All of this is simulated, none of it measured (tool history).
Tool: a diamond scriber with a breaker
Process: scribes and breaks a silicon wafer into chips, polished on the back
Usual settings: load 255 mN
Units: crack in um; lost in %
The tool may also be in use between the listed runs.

run,hour,load,"incoming depth of the damage left on the back of the incoming wafer, um",crack,lost
1,0.0,307,0.04,16.36,3.44
2,38.9,307,0.01,16.36,3.59
3,86.3,255,0.02,15.05,1.97
4,117.3,255,0.02,15.30,1.81
5,171.3,255,0.02,15.46,1.95
6,203.3,255,0.03,15.54,2.15
7,249.2,255,0.02,15.40,2.02
8,310.2,255,0.02,15.80,2.14
9,339.2,255,0.03,15.56,2.37
# hour 341.6: load on the tip recalibrated
10,384.6,255,0.02,14.73,1.46
11,447.5,255,0.03,15.07,1.66
12,482.5,309,0.01,16.18,4.04
13,539.4,309,0.04,16.88,4.23
14,590.3,255,0.05,15.25,1.88
15,658.6,275,0.05,15.88,3.12
16,713.0,214,0.02,14.34,1.69
# hour 781.2: load on the tip recalibrated
# hour 905.9: diamond tip replaced by a new one
17,912.4,317,0.04,16.37,4.15
18,947.2,255,0.04,14.98,1.58
19,993.5,255,0.05,15.17,1.81
20,1044.6,216,0.03,14.12,1.72
21,1076.5,230,0.02,14.80,1.35
22,1128.8,229,0.05,14.74,1.79
23,1155.2,192,0.02,13.97,2.45
24,1188.0,318,0.05,17.39,5.66
# hour 1213.3: load on the tip recalibrated
25,1238.1,204,0.04,13.46,3.26
26,1300.8,278,0.04,15.47,2.01
27,1365.0,255,0.04,14.90,1.57

Run 28 comes next. What will it give?
28,1420.9,325,0.05,?,?

Run 28 gave crack 16.97 um, lost 5.09 %.
Without the tool's hidden state the same run would have given crack 16.46 um, lost 3.75 %.
